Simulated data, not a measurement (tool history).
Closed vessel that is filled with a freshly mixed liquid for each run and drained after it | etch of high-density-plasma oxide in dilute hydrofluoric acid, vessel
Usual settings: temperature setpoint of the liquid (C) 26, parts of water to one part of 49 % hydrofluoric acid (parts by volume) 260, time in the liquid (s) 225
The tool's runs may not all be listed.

| run | hour | temperature setpoint of the liquid (C) | parts of water to one part of 49 % hydrofluoric acid (parts by volume) | time in the liquid (s) | read-back film thickness of the high-density-plasma oxide reference wafer, read on the same gauge (nm) | thickness taken off the high-density-plasma oxide on a monitor wafer (angstrom) |
|---|---|---|---|---|---|---|
| 1 | 0 | 26 | 325 | 135 | 80.023 | 19.28 |
| 2 | 15 | 26 | 325 | 135 | 80.032 | 18.95 |
| 3 | 25.5 | 26 | 325 | 135 | 80.021 | 19.01 |
| 4 | 33.2 | 26 | 330 | 290 | 79.993 | 39.28 |
| 5 | 45.1 | 26 | 260 | 225 | 80.007 | 43.1 |
| 6 | 56.5 | 26 | 260 | 225 | 80.035 | 42.74 |
| 7 | 74.2 | 26 | 260 | 225 | 80.039 | 41.54 |
| 8 | 89.3 | 26 | 260 | 225 | 80.027 | 42.05 |
| 9 | 99.1 | 26 | 260 | 225 | 80.008 | 42.01 |
|  | 105.6 | gauge calibrated |
| 10 | 106.2 | 26 | 260 | 225 | 79.979 | 42.34 |
| 11 | 113.4 | 26 | 260 | 315 | 79.992 | 59.42 |
| 12 | 123.1 | 26 | 260 | 315 | 79.999 | 59.33 |
|  | 130 | hydrofluoric acid flow meter replaced |
| 13 | 137.9 | 26 | 260 | 225 | 79.963 | 42.59 |
| 14 | 144.7 | 26 | 385 | 225 | 79.974 | 25.36 |
| 15 | 153.3 | 26 | 260 | 225 | 79.973 | 43.04 |
| 16 | 167.7 | 29.5 | 340 | 305 | 80.003 | 45.45 |
|  | 176.5 | thermometer replaced |
| 17 | 177.6 | 30 | 335 | 225 | 79.982 | 34.86 |
| 18 | 190.7 | 26 | 260 | 145 | 80.056 | 27.56 |
| 19 | 201 | 26 | 260 | 290 | 79.991 | 54.57 |
| 20 | 213.2 | 26 | 260 | 300 | 80.033 | 56.57 |
| 21 | 229.7 | 27.5 | 360 | 225 | 80.005 | 28.48 |
| 22 | 240.4 | 26 | 260 | 225 | 80.021 | 42.3 |
| 23 | 255.9 | 22 | 260 | 90 | 80.042 | 14.51 |
| 24 | 263.7 | 22 | 375 | 225 | 80.037 | 22.86 |
| 25 | 271.6 | 26 | 260 | 315 | 80.019 | 59.25 |
| 26 | 282 | 30 | 305 | 175 | 79.984 | 30.47 |

3 ways to go on from here, each from the tool as it stands after run 26. What would each give?
| A | 282.7 | 26 | 345 | 225 | ? | ? |
| B | 282.7 | 24 | 305 | 225 | ? | ? |
| C | 282.7 | 24 | 140 | 100 | ? | ? |

| run | read-back film thickness of the high-density-plasma oxide reference wafer, read on the same gauge (nm) | thickness taken off the high-density-plasma oxide on a monitor wafer (angstrom) |
|---|---|---|
| A | 80.005 | 28.72 |
| B | 80.005 | 31.57 |
| C | 80.005 | 36.37 |
Without the tool's hidden state the same runs would have given:
| run | thickness taken off the high-density-plasma oxide on a monitor wafer (angstrom) |
|---|---|
| A | 28.72 |
| B | 31.57 |
| C | 36.37 |

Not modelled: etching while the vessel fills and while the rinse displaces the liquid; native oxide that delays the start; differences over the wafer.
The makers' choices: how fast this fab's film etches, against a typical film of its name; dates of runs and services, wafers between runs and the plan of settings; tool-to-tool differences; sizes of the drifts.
